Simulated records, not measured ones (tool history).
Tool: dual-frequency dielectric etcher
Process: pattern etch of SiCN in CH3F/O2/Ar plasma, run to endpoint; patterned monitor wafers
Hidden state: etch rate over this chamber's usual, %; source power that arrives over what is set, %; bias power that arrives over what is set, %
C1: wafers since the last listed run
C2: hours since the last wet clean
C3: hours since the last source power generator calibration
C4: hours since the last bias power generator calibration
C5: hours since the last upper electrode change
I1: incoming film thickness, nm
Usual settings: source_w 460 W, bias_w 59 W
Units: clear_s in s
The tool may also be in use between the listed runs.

run 1 day=0.000 | source_w=460 bias_w=52 | C1=0 C2=249.7 C3=3105.2 C4=2088.4 C5=1073.3 | I1=10.31 | clear_s=27.9
run 2 day=5.450 | source_w=460 bias_w=59 | C1=2263 C2=380.5 C3=3236.0 C4=2219.2 C5=1204.1 | I1=10.45 | clear_s=27.0
run 3 day=8.062 | source_w=460 bias_w=59 | C1=1084 C2=443.2 C3=3298.7 C4=2281.9 C5=1266.8 | I1=10.19 | clear_s=26.3
run 4 day=11.917 | source_w=460 bias_w=59 | C1=1600 C2=535.7 C3=3391.2 C4=2374.4 C5=1359.3 | I1=10.28 | clear_s=26.7
-- day=13.858 wet clean of the chamber
run 5 day=13.879 | source_w=460 bias_w=59 | C1=399 C2=0.5 C3=3438.3 C4=2421.5 C5=1406.4 | I1=10.25 | clear_s=26.4
run 6 day=15.733 | source_w=460 bias_w=59 | C1=770 C2=45.0 C3=3482.8 C4=2466.0 C5=1450.9 | I1=10.39 | clear_s=26.6
run 7 day=18.612 | source_w=460 bias_w=59 | C1=1195 C2=114.1 C3=3551.9 C4=2535.1 C5=1520.0 | I1=10.36 | clear_s=26.8
run 8 day=21.312 | source_w=460 bias_w=59 | C1=1121 C2=178.9 C3=3616.7 C4=2599.9 C5=1584.8 | I1=10.31 | clear_s=26.5
run 9 day=24.000 | source_w=460 bias_w=59 | C1=1116 C2=243.4 C3=3681.2 C4=2664.4 C5=1649.3 | I1=10.35 | clear_s=26.7
run 10 day=25.367 | source_w=460 bias_w=59 | C1=567 C2=276.2 C3=3714.0 C4=2697.2 C5=1682.1 | I1=10.35 | clear_s=27.1
run 11 day=27.150 | source_w=460 bias_w=71 | C1=740 C2=319.0 C3=3756.8 C4=2740.0 C5=1724.9 | I1=10.29 | clear_s=25.0
run 12 day=29.983 | source_w=490 bias_w=59 | C1=1176 C2=387.0 C3=3824.8 C4=2808.0 C5=1792.9 | I1=10.35 | clear_s=26.1
run 13 day=31.808 | source_w=460 bias_w=59 | C1=757 C2=430.8 C3=3868.6 C4=2851.8 C5=1836.7 | I1=10.32 | clear_s=26.5
run 14 day=33.888 | source_w=460 bias_w=59 | C1=863 C2=480.7 C3=3918.5 C4=2901.7 C5=1886.6 | I1=10.30 | clear_s=27.1
run 15 day=35.067 | source_w=460 bias_w=59 | C1=489 C2=509.0 C3=3946.8 C4=2930.0 C5=1914.9 | I1=10.28 | clear_s=26.3
-- day=37.629 wet clean of the chamber
run 16 day=37.650 | source_w=460 bias_w=59 | C1=657 C2=0.5 C3=4008.8 C4=2992.0 C5=1976.9 | I1=10.44 | clear_s=27.3
run 17 day=39.283 | source_w=360 bias_w=52 | C1=678 C2=39.7 C3=4048.0 C4=3031.2 C5=2016.1 | I1=10.28 | clear_s=30.9
run 18 day=40.829 | source_w=420 bias_w=55 | C1=641 C2=76.8 C3=4085.1 C4=3068.3 C5=2053.2 | I1=10.28 | clear_s=28.4
-- day=48.112 bias power generator calibrated
run 19 day=48.929 | source_w=340 bias_w=44 | C1=3294 C2=271.2 C3=4279.5 C4=19.6 C5=2247.6 | I1=10.29 | clear_s=33.0
run 20 day=51.683 | source_w=500 bias_w=65 | C1=1143 C2=337.3 C3=4345.6 C4=85.7 C5=2313.7 | I1=10.28 | clear_s=24.9
-- day=52.812 upper electrode replaced
run 21 day=53.438 | source_w=420 bias_w=59 | C1=313 C2=379.4 C3=4387.7 C4=127.8 C5=15.0 | I1=10.25 | clear_s=27.8
run 22 day=54.621 | source_w=400 bias_w=47 | C1=491 C2=407.8 C3=4416.1 C4=156.2 C5=43.4 | I1=10.34 | clear_s=30.5
run 23 day=57.354 | source_w=460 bias_w=65 | C1=1135 C2=473.4 C3=4481.7 C4=221.8 C5=109.0 | I1=10.15 | clear_s=25.3
run 24 day=59.279 | source_w=460 bias_w=59 | C1=799 C2=519.6 C3=4527.9 C4=268.0 C5=155.2 | I1=10.24 | clear_s=26.6
-- day=61.258 source power generator calibrated
-- day=61.696 wet clean of the chamber
run 25 day=61.717 | source_w=520 bias_w=45 | C1=761 C2=0.5 C3=11.0 C4=326.5 C5=213.7 | I1=10.27 | clear_s=27.9
run 26 day=62.767 | source_w=460 bias_w=68 | C1=436 C2=25.7 C3=36.2 C4=351.7 C5=238.9 | I1=10.28 | clear_s=25.3
run 27 day=64.808 | source_w=530 bias_w=47 | C1=847 C2=74.7 C3=85.2 C4=400.7 C5=287.9 | I1=10.38 | clear_s=27.4
run 28 day=65.917 | source_w=420 bias_w=55 | C1=460 C2=101.3 C3=111.8 C4=427.3 C5=314.5 | I1=10.26 | clear_s=28.1
run 29 day=67.562 | source_w=510 bias_w=63 | C1=683 C2=140.8 C3=151.3 C4=466.8 C5=354.0 | I1=10.28 | clear_s=25.1
run 30 day=68.675 | source_w=500 bias_w=59 | C1=462 C2=167.5 C3=178.0 C4=493.5 C5=380.7 | I1=10.25 | clear_s=25.6
run 31 day=70.150 | source_w=570 bias_w=68 | C1=612 C2=202.9 C3=213.4 C4=528.9 C5=416.1 | I1=10.27 | clear_s=23.3
run 32 day=71.654 | source_w=530 bias_w=59 | C1=624 C2=239.0 C3=249.5 C4=565.0 C5=452.2 | I1=10.43 | clear_s=25.3
run 33 day=79.808 | source_w=530 bias_w=68 | C1=3386 C2=434.7 C3=445.2 C4=760.7 C5=647.9 | I1=10.25 | clear_s=24.1
run 34 day=81.275 | source_w=490 bias_w=63 | C1=609 C2=469.9 C3=480.4 C4=795.9 C5=683.1 | I1=10.26 | clear_s=25.3

How the hidden state differs across the entries between the runs, from the last listed run before each to the first after it:
Between runs 4 and 5: wet clean of the chamber (day 13.858)
  no hidden state differs between the two runs
Between runs 15 and 16: wet clean of the chamber (day 37.629)
  no hidden state differs between the two runs
Between runs 18 and 19: bias power generator calibrated (day 48.112)
  no hidden state differs between the two runs
Between runs 20 and 21: upper electrode replaced (day 52.812)
  no hidden state differs between the two runs
Between runs 24 and 25: source power generator calibrated (day 61.258); wet clean of the chamber (day 61.696)
  no hidden state differs between the two runs

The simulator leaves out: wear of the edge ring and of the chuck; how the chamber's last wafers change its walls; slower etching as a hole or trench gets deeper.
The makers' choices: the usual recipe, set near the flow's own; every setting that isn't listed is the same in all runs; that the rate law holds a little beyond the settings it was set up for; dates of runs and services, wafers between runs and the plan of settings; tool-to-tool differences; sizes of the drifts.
